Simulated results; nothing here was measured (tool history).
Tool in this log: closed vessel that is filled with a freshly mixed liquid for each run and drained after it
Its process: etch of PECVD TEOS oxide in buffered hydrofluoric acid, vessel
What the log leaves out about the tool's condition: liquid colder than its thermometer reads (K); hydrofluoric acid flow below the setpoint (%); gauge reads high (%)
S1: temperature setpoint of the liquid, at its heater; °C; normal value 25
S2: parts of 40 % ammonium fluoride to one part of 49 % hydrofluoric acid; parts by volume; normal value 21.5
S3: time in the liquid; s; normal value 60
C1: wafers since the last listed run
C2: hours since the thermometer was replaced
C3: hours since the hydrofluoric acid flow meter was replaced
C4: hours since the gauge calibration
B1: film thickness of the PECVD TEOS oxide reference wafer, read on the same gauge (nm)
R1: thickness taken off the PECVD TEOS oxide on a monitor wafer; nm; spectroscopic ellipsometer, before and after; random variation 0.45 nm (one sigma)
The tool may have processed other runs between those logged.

{"run": 1, "day": 0.0, "S1": 25, "S2": 21.5, "S3": 60, "C1": 0, "C2": 1264.1, "C3": 38.4, "C4": 132.1, "B1": 40.01, "R1": 60.14}
{"day": 9.725, "done": "thermometer replaced"}
{"run": 2, "day": 13.1, "S1": 25, "S2": 21.5, "S3": 60, "C1": 19368, "C2": 81, "C3": 352.8, "C4": 446.5, "B1": 39.96, "R1": 64.01}
{"run": 3, "day": 16.875, "S1": 25, "S2": 21.5, "S3": 60, "C1": 5599, "C2": 171.6, "C3": 443.4, "C4": 537.1, "B1": 39.97, "R1": 63.61}
{"run": 4, "day": 21.304, "S1": 25, "S2": 21.5, "S3": 60, "C1": 6569, "C2": 277.9, "C3": 549.7, "C4": 643.4, "B1": 39.96, "R1": 62.55}
{"run": 5, "day": 24.85, "S1": 25, "S2": 21.5, "S3": 60, "C1": 5259, "C2": 363, "C3": 634.8, "C4": 728.5, "B1": 40, "R1": 63.33}
{"run": 6, "day": 29.171, "S1": 25, "S2": 21.5, "S3": 60, "C1": 6408, "C2": 466.7, "C3": 738.5, "C4": 832.2, "B1": 39.99, "R1": 62.39}
{"day": 30.367, "done": "hydrofluoric acid flow meter replaced"}
{"run": 7, "day": 33.121, "S1": 25, "S2": 21.5, "S3": 60, "C1": 5796, "C2": 561.5, "C3": 66.1, "C4": 927, "B1": 39.99, "R1": 61.79}
{"run": 8, "day": 35.767, "S1": 25, "S2": 21.5, "S3": 60, "C1": 3924, "C2": 625, "C3": 129.6, "C4": 990.5, "B1": 39.97, "R1": 61.91}
{"run": 9, "day": 39.1, "S1": 25, "S2": 21.5, "S3": 60, "C1": 4944, "C2": 705, "C3": 209.6, "C4": 1070.5, "B1": 39.99, "R1": 61.67}
{"run": 10, "day": 40.796, "S1": 29, "S2": 21.5, "S3": 60, "C1": 2515, "C2": 745.7, "C3": 250.3, "C4": 1111.2, "B1": 39.98, "R1": 75.4}
{"run": 11, "day": 42.475, "S1": 25, "S2": 21.5, "S3": 45, "C1": 2490, "C2": 786, "C3": 290.6, "C4": 1151.5, "B1": 40, "R1": 45.77}
{"run": 12, "day": 45.225, "S1": 25, "S2": 21.5, "S3": 60, "C1": 4078, "C2": 852, "C3": 356.6, "C4": 1217.5, "B1": 40.02, "R1": 61.47}
{"run": 13, "day": 46.8, "S1": 20.5, "S2": 21.5, "S3": 35, "C1": 2336, "C2": 889.8, "C3": 394.4, "C4": 1255.3, "B1": 40, "R1": 27.63}
{"day": 55.692, "done": "hydrofluoric acid flow meter replaced"}
{"run": 14, "day": 56.312, "S1": 23, "S2": 14, "S3": 35, "C1": 14047, "C2": 1118.1, "C3": 14.9, "C4": 1483.6, "B1": 40.03, "R1": 47.37}
{"run": 15, "day": 60.162, "S1": 25, "S2": 15, "S3": 90, "C1": 5710, "C2": 1210.5, "C3": 107.3, "C4": 1576, "B1": 39.99, "R1": 126.2}
{"run": 16, "day": 62.654, "S1": 25, "S2": 21.5, "S3": 60, "C1": 3695, "C2": 1270.3, "C3": 167.1, "C4": 1635.8, "B1": 40.04, "R1": 60.08}
{"day": 66.738, "done": "thermometer replaced"}
{"day": 69.954, "done": "gauge calibrated"}
{"run": 17, "day": 73.254, "S1": 25, "S2": 21.5, "S3": 60, "C1": 15660, "C2": 156.4, "C3": 421.5, "C4": 79.2, "B1": 40.01, "R1": 62.93}
{"run": 18, "day": 77.671, "S1": 21, "S2": 24.5, "S3": 60, "C1": 6550, "C2": 262.4, "C3": 527.5, "C4": 185.2, "B1": 39.95, "R1": 46.08}
{"run": 19, "day": 79.821, "S1": 26.5, "S2": 24, "S3": 80, "C1": 3188, "C2": 314, "C3": 579.1, "C4": 236.8, "B1": 39.99, "R1": 83.76}
{"run": 20, "day": 81.379, "S1": 25, "S2": 19, "S3": 50, "C1": 2311, "C2": 351.4, "C3": 616.5, "C4": 274.2, "B1": 40.01, "R1": 57.94}
{"run": 21, "day": 82.996, "S1": 25, "S2": 19, "S3": 35, "C1": 2397, "C2": 390.2, "C3": 655.3, "C4": 313, "B1": 40.02, "R1": 39.97}
{"run": 22, "day": 84.508, "S1": 25, "S2": 16.5, "S3": 80, "C1": 2243, "C2": 426.5, "C3": 691.6, "C4": 349.3, "B1": 40.02, "R1": 105.98}
{"day": 84.717, "done": "hydrofluoric acid flow meter replaced"}
{"run": 23, "day": 87.008, "S1": 25, "S2": 19, "S3": 90, "C1": 3646, "C2": 486.5, "C3": 55, "C4": 409.3, "B1": 40.02, "R1": 103.71}
{"run": 24, "day": 88.704, "S1": 25, "S2": 21.5, "S3": 30, "C1": 2515, "C2": 527.2, "C3": 95.7, "C4": 450, "B1": 40.01, "R1": 30.82}

Pick out some run-to-run changes in R1. Of each, how much would a tool without hidden state show as well, from the settings, what came in and chance, and how much is left for the hidden state and any gauge scatter not in both results compared?
Run 14 -> 15: S1 23 -> 25, S2 14 -> 15, S3 35 -> 90. R1 +78.83 nm: hidden state -5.31, all else +84.14.
Run 15 -> 16: S2 15 -> 21.5, S3 90 -> 60. R1 -66.12 nm: hidden state +4.09, all else -70.21.
Run 23 -> 24: S2 19 -> 21.5, S3 90 -> 30. R1 -72.89 nm: hidden state +2.49, all else -75.38.
